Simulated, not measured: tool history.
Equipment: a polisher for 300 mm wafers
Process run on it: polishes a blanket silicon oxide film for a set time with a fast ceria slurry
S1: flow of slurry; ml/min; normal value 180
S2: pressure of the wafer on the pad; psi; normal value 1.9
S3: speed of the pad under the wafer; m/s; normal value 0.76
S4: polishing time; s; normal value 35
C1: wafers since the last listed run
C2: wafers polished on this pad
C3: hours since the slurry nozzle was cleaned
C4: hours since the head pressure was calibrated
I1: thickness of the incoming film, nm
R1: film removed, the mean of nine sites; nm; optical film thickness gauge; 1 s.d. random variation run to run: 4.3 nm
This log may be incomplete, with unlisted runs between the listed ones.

run	day	S1	S2	S3	S4	C1	C2	C3	C4	I1	R1
1	0.000	180	1.9	0.76	35	0	769	140.9	1173.4	1952.6	307.8
2	0.788	180	1.9	0.76	35	190	959	159.8	1192.3	1948.2	302.9
# day 1.425: worn pad replaced by a new one
3	1.642	180	1.9	0.76	35	165	52	180.3	1212.8	1958.3	300.3
4	2.888	195	1.5	0.76	35	300	353	210.2	1242.7	1953.9	252.3
5	4.138	180	1.9	0.76	35	301	654	240.2	1272.7	1959.0	295.5
# day 5.783: worn pad replaced by a new one
6	8.550	180	1.9	0.76	35	1024	667	346.1	1378.6	1953.1	285.6
7	9.179	180	1.9	0.76	35	151	819	361.2	1393.7	1945.4	285.9
8	10.517	180	1.9	0.76	35	322	1142	393.3	1425.8	1955.8	287.1
# day 10.662: head pressure recalibrated
# day 10.817: worn pad replaced by a new one
9	11.788	205	1.9	0.98	27	249	234	423.8	27.0	1964.0	268.7
10	13.142	195	1.5	0.76	35	326	561	456.3	59.5	1947.9	241.0
11	14.562	245	1.9	0.76	35	342	904	490.4	93.6	1964.5	306.0
12	15.133	180	1.9	0.76	35	137	1041	504.1	107.3	1984.4	281.3
# day 15.267: slurry nozzle cleaned
# day 15.496: worn pad replaced by a new one
13	16.446	180	1.9	0.76	35	266	228	28.3	138.8	1968.3	316.7
14	17.342	180	1.9	0.76	39	216	445	49.8	160.3	1976.0	357.2
15	18.550	150	2.4	0.50	42	291	736	78.8	189.3	1956.5	355.9
# day 19.954: worn pad replaced by a new one
16	20.038	200	2.2	0.52	29	318	20	114.5	225.0	1970.7	243.6

Below are 5 alternative next runs, each starting from the tool's condition after run 16. Predict each:
A	20.054	180	1.9	0.76	35	4	24	114.9	225.4	1970.1	?
B	20.054	145	1.3	0.76	35	4	24	114.9	225.4	1970.1	?
C	20.054	195	1.5	0.52	24	4	24	114.9	225.4	1970.1	?
D	20.054	220	1.5	0.76	39	4	24	114.9	225.4	1970.1	?
E	20.054	230	1.9	0.64	35	4	24	114.9	225.4	1970.1	?

run	R1
A	308.3
B	213.0
C	142.3
D	291.3
E	291.6
What these runs would have given with no unlogged condition in the tool:
run	R1
A	321.5
B	224.4
C	147.9
D	301.4
E	301.3
